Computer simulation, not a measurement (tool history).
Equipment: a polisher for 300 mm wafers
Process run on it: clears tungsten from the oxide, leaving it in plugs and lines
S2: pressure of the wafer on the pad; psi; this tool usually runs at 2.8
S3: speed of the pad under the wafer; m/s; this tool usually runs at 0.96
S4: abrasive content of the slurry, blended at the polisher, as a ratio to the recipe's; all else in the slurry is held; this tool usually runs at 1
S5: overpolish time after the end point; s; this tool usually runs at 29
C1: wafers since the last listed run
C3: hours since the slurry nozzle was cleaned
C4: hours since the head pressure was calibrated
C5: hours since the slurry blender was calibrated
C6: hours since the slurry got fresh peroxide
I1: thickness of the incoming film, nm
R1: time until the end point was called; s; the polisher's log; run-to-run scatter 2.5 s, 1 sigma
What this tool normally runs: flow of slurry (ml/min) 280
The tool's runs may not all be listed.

{"run": 1, "hour": 0.0, "flow of slurry (ml/min)": 280, "S2": 2.8, "S3": 0.96, "S4": 1, "S5": 29, "C1": 0, "wafers polished on this pad": 203, "C3": 134.5, "C4": 608.3, "C5": 7.7, "C6": 80.3, "I1": 448.8, "R1": 177.6}
{"hour": 7.5, "done": "head pressure recalibrated"}
{"run": 2, "hour": 16.4, "flow of slurry (ml/min)": 280, "S2": 2.8, "S3": 0.96, "S4": 1, "S5": 29, "C1": 70, "wafers polished on this pad": 273, "C3": 150.9, "C4": 8.9, "C5": 24.1, "C6": 96.7, "I1": 446.9, "R1": 160.1}
{"run": 3, "hour": 31.4, "flow of slurry (ml/min)": 280, "S2": 2.8, "S3": 0.96, "S4": 1, "S5": 29, "C1": 73, "wafers polished on this pad": 346, "C3": 165.9, "C4": 23.9, "C5": 39.1, "C6": 111.7, "I1": 446.4, "R1": 159.3}
{"run": 4, "hour": 42.3, "flow of slurry (ml/min)": 360, "S2": 2.8, "S3": 0.96, "S4": 1.2, "S5": 29, "C1": 53, "wafers polished on this pad": 399, "C3": 176.8, "C4": 34.8, "C5": 50, "C6": 122.6, "I1": 445.2, "R1": 154.2}
{"run": 5, "hour": 51.8, "flow of slurry (ml/min)": 280, "S2": 2.4, "S3": 0.84, "S4": 1.2, "S5": 29, "C1": 46, "wafers polished on this pad": 446, "C3": 186.3, "C4": 44.3, "C5": 59.5, "C6": 132.1, "I1": 459.7, "R1": 211.2}
{"hour": 53.6, "done": "slurry tank refilled with fresh slurry and peroxide"}
{"run": 6, "hour": 65.7, "flow of slurry (ml/min)": 335, "S2": 3.6, "S3": 1.16, "S4": 1.15, "S5": 29, "C1": 62, "wafers polished on this pad": 508, "C3": 200.2, "C4": 58.2, "C5": 73.4, "C6": 12.1, "I1": 446.2, "R1": 91.6}
{"run": 7, "hour": 79.4, "flow of slurry (ml/min)": 280, "S2": 2.8, "S3": 0.96, "S4": 1, "S5": 29, "C1": 66, "wafers polished on this pad": 575, "C3": 213.9, "C4": 71.9, "C5": 87.1, "C6": 25.8, "I1": 453.9, "R1": 149.5}
{"run": 8, "hour": 93.9, "flow of slurry (ml/min)": 365, "S2": 2.8, "S3": 1.06, "S4": 1.3, "S5": 13, "C1": 70, "wafers polished on this pad": 646, "C3": 228.4, "C4": 86.4, "C5": 101.6, "C6": 40.3, "I1": 446, "R1": 126.8}
{"hour": 104.0, "done": "worn pad replaced by a new one"}
{"run": 9, "hour": 109.1, "flow of slurry (ml/min)": 195, "S2": 2.8, "S3": 0.96, "S4": 1, "S5": 23, "C1": 54, "wafers polished on this pad": 24, "C3": 243.6, "C4": 101.6, "C5": 116.8, "C6": 55.5, "I1": 453.5, "R1": 164.7}
{"run": 10, "hour": 126.7, "flow of slurry (ml/min)": 280, "S2": 2.8, "S3": 0.64, "S4": 0.85, "S5": 29, "C1": 85, "wafers polished on this pad": 110, "C3": 261.2, "C4": 119.2, "C5": 134.4, "C6": 73.1, "I1": 448.8, "R1": 234.9}
{"run": 11, "hour": 138.4, "flow of slurry (ml/min)": 280, "S2": 2.8, "S3": 0.96, "S4": 1, "S5": 29, "C1": 57, "wafers polished on this pad": 167, "C3": 272.9, "C4": 130.9, "C5": 146.1, "C6": 84.8, "I1": 444.7, "R1": 157.8}
{"run": 12, "hour": 151.4, "flow of slurry (ml/min)": 280, "S2": 2.4, "S3": 0.96, "S4": 1, "S5": 21, "C1": 63, "wafers polished on this pad": 231, "C3": 285.9, "C4": 143.9, "C5": 159.1, "C6": 97.8, "I1": 445.1, "R1": 185.3}
{"hour": 157.0, "done": "slurry blender recalibrated"}
{"run": 13, "hour": 184.5, "flow of slurry (ml/min)": 370, "S2": 2.8, "S3": 1.1, "S4": 1, "S5": 23, "C1": 151, "wafers polished on this pad": 382, "C3": 319, "C4": 177, "C5": 27.5, "C6": 130.9, "I1": 459.1, "R1": 149.2}
{"run": 14, "hour": 192.5, "flow of slurry (ml/min)": 280, "S2": 2.8, "S3": 0.72, "S4": 1, "S5": 22, "C1": 39, "wafers polished on this pad": 421, "C3": 327, "C4": 185, "C5": 35.5, "C6": 138.9, "I1": 453.5, "R1": 227.8}
{"hour": 196.1, "done": "slurry nozzle cleaned"}
{"run": 15, "hour": 198.9, "flow of slurry (ml/min)": 280, "S2": 2.8, "S3": 0.96, "S4": 1, "S5": 29, "C1": 26, "wafers polished on this pad": 448, "C3": 2.8, "C4": 191.4, "C5": 41.9, "C6": 145.3, "I1": 449.1, "R1": 173.2}
{"run": 16, "hour": 207.6, "flow of slurry (ml/min)": 370, "S2": 2.8, "S3": 0.84, "S4": 1, "S5": 29, "C1": 42, "wafers polished on this pad": 490, "C3": 11.5, "C4": 200.1, "C5": 50.6, "C6": 154, "I1": 452.1, "R1": 198.6}
{"hour": 212.5, "done": "slurry tank refilled with fresh slurry and peroxide"}
{"run": 17, "hour": 224.4, "flow of slurry (ml/min)": 280, "S2": 2.8, "S3": 0.96, "S4": 0.7, "S5": 29, "C1": 77, "wafers polished on this pad": 567, "C3": 28.3, "C4": 216.9, "C5": 67.4, "C6": 11.9, "I1": 442.5, "R1": 153.5}
{"run": 18, "hour": 236.6, "flow of slurry (ml/min)": 280, "S2": 2.8, "S3": 0.96, "S4": 1, "S5": 29, "C1": 59, "wafers polished on this pad": 627, "C3": 40.5, "C4": 229.1, "C5": 79.6, "C6": 24.1, "I1": 454.9, "R1": 147.6}
{"run": 19, "hour": 250.4, "flow of slurry (ml/min)": 280, "S2": 2.8, "S3": 0.96, "S4": 0.7, "S5": 29, "C1": 67, "wafers polished on this pad": 694, "C3": 54.3, "C4": 242.9, "C5": 93.4, "C6": 37.9, "I1": 444.9, "R1": 161.9}
{"hour": 257.8, "done": "worn pad replaced by a new one"}
{"run": 20, "hour": 259.7, "flow of slurry (ml/min)": 320, "S2": 2.8, "S3": 0.96, "S4": 1.2, "S5": 29, "C1": 25, "wafers polished on this pad": 9, "C3": 63.6, "C4": 252.2, "C5": 102.7, "C6": 47.2, "I1": 441.9, "R1": 148.3}
{"run": 21, "hour": 276.5, "flow of slurry (ml/min)": 280, "S2": 2.8, "S3": 0.96, "S4": 1, "S5": 29, "C1": 81, "wafers polished on this pad": 91, "C3": 80.4, "C4": 269, "C5": 119.5, "C6": 64, "I1": 442.5, "R1": 157.1}
{"run": 22, "hour": 289.5, "flow of slurry (ml/min)": 280, "S2": 2.8, "S3": 0.96, "S4": 1.1, "S5": 29, "C1": 63, "wafers polished on this pad": 154, "C3": 93.4, "C4": 282, "C5": 132.5, "C6": 77, "I1": 455.2, "R1": 163.4}
{"run": 23, "hour": 296.0, "flow of slurry (ml/min)": 280, "S2": 2.8, "S3": 0.96, "S4": 1, "S5": 29, "C1": 31, "wafers polished on this pad": 186, "C3": 99.9, "C4": 288.5, "C5": 139, "C6": 83.5, "I1": 445.5, "R1": 160.7}
{"hour": 301.4, "done": "slurry blender recalibrated"}
{"run": 24, "hour": 326.3, "flow of slurry (ml/min)": 280, "S2": 2.8, "S3": 0.96, "S4": 1.3, "S5": 29, "C1": 138, "wafers polished on this pad": 324, "C3": 130.2, "C4": 318.8, "C5": 24.9, "C6": 113.8, "I1": 453.5, "R1": 162.6}
{"run": 25, "hour": 342.2, "flow of slurry (ml/min)": 280, "S2": 2.8, "S3": 0.96, "S4": 1, "S5": 21, "C1": 77, "wafers polished on this pad": 401, "C3": 146.1, "C4": 334.7, "C5": 40.8, "C6": 129.7, "I1": 451.1, "R1": 173.2}
{"run": 26, "hour": 359.8, "flow of slurry (ml/min)": 280, "S2": 2.8, "S3": 0.96, "S4": 1, "S5": 29, "C1": 85, "wafers polished on this pad": 487, "C3": 163.7, "C4": 352.3, "C5": 58.4, "C6": 147.3, "I1": 454.3, "R1": 179.2}
{"run": 27, "hour": 372.2, "flow of slurry (ml/min)": 280, "S2": 2, "S3": 1.1, "S4": 1, "S5": 29, "C1": 60, "wafers polished on this pad": 548, "C3": 176.1, "C4": 364.7, "C5": 70.8, "C6": 159.7, "I1": 449.8, "R1": 217.6}

Predict each of these 3 candidate next runs independently; none follows another, all start after run 27:
{"run": "A", "hour": 372.7, "flow of slurry (ml/min)": 280, "S2": 2.8, "S3": 0.96, "S4": 1, "S5": 22, "C1": 2, "wafers polished on this pad": 550, "C3": 176.6, "C4": 365.2, "C5": 71.3, "C6": 160.2, "I1": 447.1, "R1": "?"}
{"run": "B", "hour": 372.7, "flow of slurry (ml/min)": 280, "S2": 2.8, "S3": 0.96, "S4": 1.25, "S5": 29, "C1": 2, "wafers polished on this pad": 550, "C3": 176.6, "C4": 365.2, "C5": 71.3, "C6": 160.2, "I1": 447.1, "R1": "?"}
{"run": "C", "hour": 372.7, "flow of slurry (ml/min)": 280, "S2": 2.8, "S3": 0.74, "S4": 1, "S5": 39, "C1": 2, "wafers polished on this pad": 550, "C3": 176.6, "C4": 365.2, "C5": 71.3, "C6": 160.2, "I1": 447.1, "R1": "?"}

run=A R1=182.5
run=B R1=175.8
run=C R1=236.7
Take away the tool's hidden state, keep each run's random variation, and the runs would have read:
run=A R1=143.2
run=B R1=137.9
run=C R1=185.8
